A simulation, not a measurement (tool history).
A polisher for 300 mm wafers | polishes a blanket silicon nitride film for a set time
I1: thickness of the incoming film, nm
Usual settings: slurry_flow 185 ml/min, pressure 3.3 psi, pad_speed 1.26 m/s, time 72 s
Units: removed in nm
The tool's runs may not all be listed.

run 1 day=0 | slurry_flow=150 pressure=3.3 pad_speed=1.1 time=72 | I1=504.5 | removed=91.2
run 2 day=0.638 | slurry_flow=150 pressure=3.3 pad_speed=1.1 time=72 | I1=493.8 | removed=91.6
run 3 day=1.292 | slurry_flow=225 pressure=3.3 pad_speed=1.26 time=72 | I1=497.4 | removed=112.5
run 4 day=1.554 | slurry_flow=185 pressure=3.3 pad_speed=1.26 time=72 | I1=500.2 | removed=109.2
run 5 day=2.258 | slurry_flow=185 pressure=3.3 pad_speed=1.26 time=72 | I1=508.4 | removed=105.6
run 6 day=2.796 | slurry_flow=185 pressure=3.3 pad_speed=1.26 time=72 | I1=509.9 | removed=107.7
run 7 day=3.467 | slurry_flow=185 pressure=4.1 pad_speed=1.26 time=72 | I1=496.6 | removed=132.7
run 8 day=3.792 | slurry_flow=185 pressure=4.1 pad_speed=1.26 time=72 | I1=497.8 | removed=132.6
run 9 day=4.446 | slurry_flow=185 pressure=3.3 pad_speed=1.26 time=72 | I1=500.9 | removed=106.4
run 10 day=4.896 | slurry_flow=185 pressure=3.3 pad_speed=1.26 time=72 | I1=502.4 | removed=103
run 11 day=5.4 | slurry_flow=185 pressure=3.3 pad_speed=1.26 time=72 | I1=495.9 | removed=105
run 12 day=6.054 | slurry_flow=185 pressure=3.3 pad_speed=1.26 time=72 | I1=492.3 | removed=103.7
run 13 day=6.579 | slurry_flow=185 pressure=3.3 pad_speed=1.26 time=72 | I1=500.8 | removed=104.9
run 14 day=7.017 | slurry_flow=165 pressure=2.9 pad_speed=1.26 time=72 | I1=502 | removed=89.7
run 15 day=7.55 | slurry_flow=165 pressure=2.9 pad_speed=1.26 time=72 | I1=499.9 | removed=87.3
run 16 day=9.229 | slurry_flow=165 pressure=2.9 pad_speed=1.26 time=72 | I1=495 | removed=98.2
run 17 day=9.867 | slurry_flow=165 pressure=2.6 pad_speed=0.94 time=78 | I1=501.3 | removed=76.2
run 18 day=10.221 | slurry_flow=185 pressure=3.3 pad_speed=1.04 time=84 | I1=504.7 | removed=116.4
run 19 day=11.533 | slurry_flow=240 pressure=2.3 pad_speed=1 time=72 | I1=495.7 | removed=67.7
run 20 day=12.233 | slurry_flow=125 pressure=2.3 pad_speed=1.26 time=82 | I1=504.7 | removed=84.1
run 21 day=12.917 | slurry_flow=185 pressure=2.2 pad_speed=1.26 time=72 | I1=495.1 | removed=77.5
run 22 day=13.604 | slurry_flow=185 pressure=3.3 pad_speed=1.26 time=72 | I1=508.4 | removed=115.7
run 23 day=14.2 | slurry_flow=165 pressure=2.9 pad_speed=1.26 time=72 | I1=496.5 | removed=96
run 24 day=14.7 | slurry_flow=185 pressure=4.1 pad_speed=1.26 time=72 | I1=496.4 | removed=142.8
run 25 day=15.221 | slurry_flow=225 pressure=2.7 pad_speed=1.46 time=72 | I1=500.8 | removed=108
run 26 day=15.921 | slurry_flow=125 pressure=3.3 pad_speed=1.26 time=92 | I1=499.9 | removed=135.6
run 27 day=16.404 | slurry_flow=245 pressure=2.7 pad_speed=1.44 time=54 | I1=500.2 | removed=81.2
run 28 day=16.933 | slurry_flow=125 pressure=3.3 pad_speed=1.26 time=72 | I1=501.6 | removed=106.1
run 29 day=17.292 | slurry_flow=185 pressure=2.8 pad_speed=1.26 time=72 | I1=497.2 | removed=99.1
run 30 day=17.667 | slurry_flow=145 pressure=3.3 pad_speed=1.26 time=54 | I1=500 | removed=83.1
run 31 day=18.404 | slurry_flow=185 pressure=4 pad_speed=1.52 time=84 | I1=499.2 | removed=188
run 32 day=18.779 | slurry_flow=240 pressure=3.3 pad_speed=0.96 time=97 | I1=498.6 | removed=128.7
run 33 day=19.525 | slurry_flow=185 pressure=3.9 pad_speed=1.08 time=86 | I1=502.9 | removed=141

Not shown: 4 entries that the log had between the listed runs. Between which runs, and how does the tool's hidden state differ before and after?
Between runs 5 and 6: worn pad replaced by a new one (day 2.729)
  slurry flow missing at the pad, %: 29.8 -> 30.8
  measured less the result without the state, removed: -7.5 -> -8.1 nm
Between runs 15 and 16: slurry nozzle cleaned (day 7.758)
  slurry flow missing at the pad, %: 40.8 -> 1.45
  measured less the result without the state, removed: -11.9 -> -0.2 nm
Between runs 18 and 19: head pressure recalibrated (day 11.475)
  slurry flow missing at the pad, %: 1.59 -> 1.89
  measured less the result without the state, removed: -0.3 -> -0.2 nm
Between runs 19 and 20: worn pad replaced by a new one (day 12.212)
  slurry flow missing at the pad, %: 1.89 -> 2.09
  measured less the result without the state, removed: -0.2 -> -0.4 nm
